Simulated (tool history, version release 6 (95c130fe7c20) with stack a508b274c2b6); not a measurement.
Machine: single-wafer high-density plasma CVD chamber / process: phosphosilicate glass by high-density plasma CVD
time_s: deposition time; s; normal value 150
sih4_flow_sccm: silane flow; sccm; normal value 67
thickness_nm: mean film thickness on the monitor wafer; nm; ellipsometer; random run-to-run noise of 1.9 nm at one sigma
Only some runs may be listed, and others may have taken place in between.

run,hour,time_s,sih4_flow_sccm,"read-back reference wafer on the same gauge, thickness_nm",thickness_nm
1,0,150,67,1160.153,1076.093
2,28,150,74,1159.973,1189.293
3,61.8,150,67,1159.948,1080.739
4,85.4,150,67,1159.786,1079.977
5,122.3,150,67,1159.915,1082.308
6,167.2,150,67,1160.078,1082.779
7,191,150,67,1159.902,1084.249
8,217.5,150,67,1160.113,1080.242
9,249.6,150,67,1160.185,1081.577
10,280.4,150,67,1160.023,1085.284
11,302.2,150,67,1160.45,1079.521
# hour 303.5: gauge calibrated
12,322.3,150,67,1159.954,1083.135
13,355.1,150,73,1160.167,1181.464
14,380,150,73,1160.147,1181.911
15,397.5,150,55,1159.914,887.073
16,433.2,171,75,1159.645,1384.4
17,460.2,150,67,1160.244,1083.326
# hour 474: silane flow controller replaced
18,477.6,150,55,1160.067,833.367
19,506.3,123,67,1160.094,830.594
20,531.3,125,80,1160.269,1010.541
21,563.5,165,62,1160.216,1031.913
22,586.9,177,58,1160.23,1035.813
23,613.4,141,67,1159.914,952.679
24,649.3,150,67,1160.227,1013.378
25,685.2,123,71,1159.818,882.556
26,700.7,150,67,1159.75,1016.308
27,726.9,165,71,1160.024,1185.318
28,741.3,178,58,1160.012,1044.269
29,771.8,173,73,1160.22,1277.555

What was the tool's hidden state at every run in the log?
gauge reads high (%): 0, the same for each run
H1: delivered silane flow above the setpoint (%)
run,H1
1,6.08
2,6.11
3,6.15
4,6.18
5,6.23
6,6.28
7,6.31
8,6.34
9,6.38
10,6.42
11,6.45
12,6.47
13,6.51
14,6.54
15,6.56
16,6.6
17,6.64
18,-0.333
19,-0.298
20,-0.268
21,-0.229
22,-0.2
23,-0.168
24,-0.125
25,-0.0809
26,-0.0621
27,-0.0302
28,-0.0127
29,0.0244
